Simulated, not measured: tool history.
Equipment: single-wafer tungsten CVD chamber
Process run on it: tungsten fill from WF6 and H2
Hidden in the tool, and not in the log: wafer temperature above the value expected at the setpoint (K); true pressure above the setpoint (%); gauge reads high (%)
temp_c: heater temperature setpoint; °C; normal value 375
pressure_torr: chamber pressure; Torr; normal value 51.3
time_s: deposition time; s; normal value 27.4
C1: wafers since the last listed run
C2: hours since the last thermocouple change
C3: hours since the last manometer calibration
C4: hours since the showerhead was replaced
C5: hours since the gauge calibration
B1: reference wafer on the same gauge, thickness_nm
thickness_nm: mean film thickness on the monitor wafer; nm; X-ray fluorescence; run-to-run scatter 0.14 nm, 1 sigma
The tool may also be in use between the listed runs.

{"run": 1, "hour": 0.0, "temp_c": 375, "pressure_torr": 51.3, "time_s": 27.4, "C1": 0, "C2": 1779.3, "C3": 1924.9, "C4": 6239.8, "C5": 2921.5, "B1": 70.375, "thickness_nm": 66.645}
{"hour": 86.3, "done": "capacitance manometer re-zeroed and calibrated"}
{"run": 2, "hour": 86.8, "temp_c": 375, "pressure_torr": 51.3, "time_s": 27.4, "C1": 1328, "C2": 1866.1, "C3": 0.5, "C4": 6326.6, "C5": 3008.3, "B1": 70.373, "thickness_nm": 66.599}
{"run": 3, "hour": 131.8, "temp_c": 375, "pressure_torr": 51.3, "time_s": 27.4, "C1": 758, "C2": 1911.1, "C3": 45.5, "C4": 6371.6, "C5": 3053.3, "B1": 70.404, "thickness_nm": 66.284}
{"run": 4, "hour": 210.0, "temp_c": 367, "pressure_torr": 51.3, "time_s": 27.4, "C1": 1318, "C2": 1989.3, "C3": 123.7, "C4": 6449.8, "C5": 3131.5, "B1": 70.411, "thickness_nm": 54.56}
{"run": 5, "hour": 272.0, "temp_c": 367, "pressure_torr": 51.3, "time_s": 27.4, "C1": 1045, "C2": 2051.3, "C3": 185.7, "C4": 6511.8, "C5": 3193.5, "B1": 70.45, "thickness_nm": 54.446}
{"run": 6, "hour": 377.0, "temp_c": 375, "pressure_torr": 51.3, "time_s": 30.3, "C1": 1770, "C2": 2156.3, "C3": 290.7, "C4": 6616.8, "C5": 3298.5, "B1": 70.364, "thickness_nm": 73.577}
{"run": 7, "hour": 417.9, "temp_c": 375, "pressure_torr": 51.3, "time_s": 27.4, "C1": 689, "C2": 2197.2, "C3": 331.6, "C4": 6657.7, "C5": 3339.4, "B1": 70.411, "thickness_nm": 66.594}
{"run": 8, "hour": 460.6, "temp_c": 375, "pressure_torr": 51.3, "time_s": 27.4, "C1": 719, "C2": 2239.9, "C3": 374.3, "C4": 6700.4, "C5": 3382.1, "B1": 70.398, "thickness_nm": 66.261}
{"run": 9, "hour": 552.6, "temp_c": 375, "pressure_torr": 51.3, "time_s": 24.3, "C1": 1550, "C2": 2331.9, "C3": 466.3, "C4": 6792.4, "C5": 3474.1, "B1": 70.385, "thickness_nm": 58.866}
{"run": 10, "hour": 619.6, "temp_c": 371, "pressure_torr": 51.3, "time_s": 24.0, "C1": 1129, "C2": 2398.9, "C3": 533.3, "C4": 6859.4, "C5": 3541.1, "B1": 70.41, "thickness_nm": 52.602}
{"hour": 628.0, "done": "gauge calibrated"}
{"run": 11, "hour": 679.9, "temp_c": 375, "pressure_torr": 58.7, "time_s": 25.2, "C1": 1016, "C2": 2459.2, "C3": 593.6, "C4": 6919.7, "C5": 51.9, "B1": 70.413, "thickness_nm": 63.713}
{"run": 12, "hour": 721.2, "temp_c": 386, "pressure_torr": 60.5, "time_s": 22.0, "C1": 696, "C2": 2500.5, "C3": 634.9, "C4": 6961.0, "C5": 93.2, "B1": 70.401, "thickness_nm": 72.373}
{"hour": 789.9, "done": "thermocouple changed; heater temperature recalibrated"}
{"run": 13, "hour": 933.6, "temp_c": 375, "pressure_torr": 41.6, "time_s": 32.1, "C1": 3445, "C2": 143.7, "C3": 847.3, "C4": 7173.4, "C5": 305.6, "B1": 70.399, "thickness_nm": 73.594}
{"run": 14, "hour": 980.6, "temp_c": 375, "pressure_torr": 51.3, "time_s": 27.4, "C1": 792, "C2": 190.7, "C3": 894.3, "C4": 7220.4, "C5": 352.6, "B1": 70.38, "thickness_nm": 67.259}
{"run": 15, "hour": 1064.7, "temp_c": 369, "pressure_torr": 55.1, "time_s": 27.4, "C1": 1417, "C2": 274.8, "C3": 978.4, "C4": 7304.5, "C5": 436.7, "B1": 70.469, "thickness_nm": 59.644}
{"run": 16, "hour": 1116.6, "temp_c": 365, "pressure_torr": 61.9, "time_s": 24.0, "C1": 874, "C2": 326.7, "C3": 1030.3, "C4": 7356.4, "C5": 488.6, "B1": 70.404, "thickness_nm": 48.918}
{"run": 17, "hour": 1222.1, "temp_c": 389, "pressure_torr": 43.6, "time_s": 25.5, "C1": 1778, "C2": 432.2, "C3": 1135.8, "C4": 7461.9, "C5": 594.1, "B1": 70.409, "thickness_nm": 81.801}
{"run": 18, "hour": 1283.9, "temp_c": 375, "pressure_torr": 57.3, "time_s": 27.4, "C1": 1041, "C2": 494.0, "C3": 1197.6, "C4": 7523.7, "C5": 655.9, "B1": 70.403, "thickness_nm": 69.602}
{"run": 19, "hour": 1326.0, "temp_c": 375, "pressure_torr": 51.3, "time_s": 25.8, "C1": 709, "C2": 536.1, "C3": 1239.7, "C4": 7565.8, "C5": 698.0, "B1": 70.445, "thickness_nm": 62.876}
{"run": 20, "hour": 1369.2, "temp_c": 375, "pressure_torr": 51.3, "time_s": 27.4, "C1": 728, "C2": 579.3, "C3": 1282.9, "C4": 7609.0, "C5": 741.2, "B1": 70.386, "thickness_nm": 67.126}
{"run": 21, "hour": 1407.0, "temp_c": 389, "pressure_torr": 51.3, "time_s": 24.7, "C1": 637, "C2": 617.1, "C3": 1320.7, "C4": 7646.8, "C5": 779.0, "B1": 70.421, "thickness_nm": 83.245}
{"run": 22, "hour": 1461.7, "temp_c": 375, "pressure_torr": 57.8, "time_s": 27.4, "C1": 922, "C2": 671.8, "C3": 1375.4, "C4": 7701.5, "C5": 833.7, "B1": 70.455, "thickness_nm": 69.765}
{"hour": 1472.9, "done": "showerhead replaced"}
{"run": 23, "hour": 1501.1, "temp_c": 375, "pressure_torr": 51.3, "time_s": 27.4, "C1": 529, "C2": 711.2, "C3": 1414.8, "C4": 28.2, "C5": 873.1, "B1": 70.427, "thickness_nm": 67.075}
{"run": 24, "hour": 1567.3, "temp_c": 368, "pressure_torr": 40.5, "time_s": 23.2, "C1": 1115, "C2": 777.4, "C3": 1481.0, "C4": 94.4, "C5": 939.3, "B1": 70.369, "thickness_nm": 44.396}
{"run": 25, "hour": 1628.9, "temp_c": 364, "pressure_torr": 59.4, "time_s": 27.4, "C1": 1038, "C2": 839.0, "C3": 1542.6, "C4": 156.0, "C5": 1000.9, "B1": 70.415, "thickness_nm": 53.955}
{"run": 26, "hour": 1707.3, "temp_c": 375, "pressure_torr": 51.3, "time_s": 27.4, "C1": 1321, "C2": 917.4, "C3": 1621.0, "C4": 234.4, "C5": 1079.3, "B1": 70.38, "thickness_nm": 66.888}
{"run": 27, "hour": 1810.9, "temp_c": 382, "pressure_torr": 61.7, "time_s": 27.4, "C1": 1746, "C2": 1021.0, "C3": 1724.6, "C4": 338.0, "C5": 1182.9, "B1": 70.405, "thickness_nm": 83.568}
{"hour": 1974.7, "done": "capacitance manometer re-zeroed and calibrated"}
{"run": 28, "hour": 2125.8, "temp_c": 375, "pressure_torr": 51.3, "time_s": 27.4, "C1": 5173, "C2": 1335.9, "C3": 151.1, "C4": 652.9, "C5": 1497.8, "B1": 70.384, "thickness_nm": 66.678}
{"run": 29, "hour": 2226.1, "temp_c": 370, "pressure_torr": 51.3, "time_s": 31.6, "C1": 1690, "C2": 1436.2, "C3": 251.4, "C4": 753.2, "C5": 1598.1, "B1": 70.401, "thickness_nm": 68.518}
{"run": 30, "hour": 2361.3, "temp_c": 386, "pressure_torr": 51.3, "time_s": 23.7, "C1": 2279, "C2": 1571.4, "C3": 386.6, "C4": 888.4, "C5": 1733.3, "B1": 70.385, "thickness_nm": 74.457}
{"run": 31, "hour": 2405.3, "temp_c": 375, "pressure_torr": 51.3, "time_s": 27.4, "C1": 741, "C2": 1615.4, "C3": 430.6, "C4": 932.4, "C5": 1777.3, "B1": 70.372, "thickness_nm": 66.741}
{"run": 32, "hour": 2510.1, "temp_c": 375, "pressure_torr": 55.9, "time_s": 23.8, "C1": 1766, "C2": 1720.2, "C3": 535.4, "C4": 1037.2, "C5": 1882.1, "B1": 70.428, "thickness_nm": 59.35}
{"run": 33, "hour": 2601.1, "temp_c": 375, "pressure_torr": 51.3, "time_s": 25.8, "C1": 1534, "C2": 1811.2, "C3": 626.4, "C4": 1128.2, "C5": 1973.1, "B1": 70.391, "thickness_nm": 62.546}

Forecast each of these 5 alternatives for the next run:
{"run": "A", "hour": 2601.5, "temp_c": 375, "pressure_torr": 51.3, "time_s": 23.6, "C1": 6, "C2": 1811.6, "C3": 626.8, "C4": 1128.6, "C5": 1973.5, "B1": "?", "thickness_nm": "?"}
{"run": "B", "hour": 2601.5, "temp_c": 385, "pressure_torr": 51.3, "time_s": 31.8, "C1": 6, "C2": 1811.6, "C3": 626.8, "C4": 1128.6, "C5": 1973.5, "B1": "?", "thickness_nm": "?"}
{"run": "C", "hour": 2601.5, "temp_c": 367, "pressure_torr": 58.0, "time_s": 29.6, "C1": 6, "C2": 1811.6, "C3": 626.8, "C4": 1128.6, "C5": 1973.5, "B1": "?", "thickness_nm": "?"}
{"run": "D", "hour": 2601.5, "temp_c": 362, "pressure_torr": 42.4, "time_s": 23.2, "C1": 6, "C2": 1811.6, "C3": 626.8, "C4": 1128.6, "C5": 1973.5, "B1": "?", "thickness_nm": "?"}
{"run": "E", "hour": 2601.5, "temp_c": 375, "pressure_torr": 55.2, "time_s": 27.4, "C1": 6, "C2": 1811.6, "C3": 626.8, "C4": 1128.6, "C5": 1973.5, "B1": "?", "thickness_nm": "?"}

run=A B1=70.423 thickness_nm=57.160
run=B B1=70.423 thickness_nm=97.155
run=C B1=70.423 thickness_nm=61.570
run=D B1=70.423 thickness_nm=38.468
run=E B1=70.423 thickness_nm=68.004
Stripped of hidden state, with their random variation kept, the same runs would have yielded:
run=A thickness_nm=57.802
run=B thickness_nm=98.195
run=C thickness_nm=62.291
run=D thickness_nm=38.926
run=E thickness_nm=68.768

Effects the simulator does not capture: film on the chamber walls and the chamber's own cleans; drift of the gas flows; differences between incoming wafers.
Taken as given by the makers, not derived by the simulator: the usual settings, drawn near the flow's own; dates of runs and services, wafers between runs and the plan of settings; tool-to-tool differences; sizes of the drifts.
